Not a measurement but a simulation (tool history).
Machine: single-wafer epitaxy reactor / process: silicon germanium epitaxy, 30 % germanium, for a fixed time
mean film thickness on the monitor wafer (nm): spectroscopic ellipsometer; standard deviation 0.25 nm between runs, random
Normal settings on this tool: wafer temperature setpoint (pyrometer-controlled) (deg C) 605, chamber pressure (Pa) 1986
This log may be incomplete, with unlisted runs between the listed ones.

run	hour	wafer temperature setpoint (pyrometer-controlled) (deg C)	chamber pressure (Pa)	read-back reference wafer on the same gauge, thickness_nm	mean film thickness on the monitor wafer (nm)
1	0	605	1986	49.933	56.898
2	94.7	605	1986	49.947	56.968
3	158.3	611	1986	50.053	61.979
4	201.1	611	1986	50.043	62.272
5	260.3	593	1986	50.056	46.001
6	360.1	593	1986	50.075	46.045
7	426.4	593	1986	50.013	45.954
8	486	597	2093	50.115	50.231
# hour 506.7: gauge calibrated
9	539.4	593	1986	49.91	45.285

What will run 10 give?
# hour 589.3: capacitance manometer re-zeroed and calibrated
10	611.7	611	1986	?	?

Run 10 measured read-back reference wafer on the same gauge, thickness_nm 50.018, mean film thickness on the monitor wafer (nm) 57.065.
With no hidden state in the tool, this same run would have given mean film thickness on the monitor wafer (nm) 62.566.
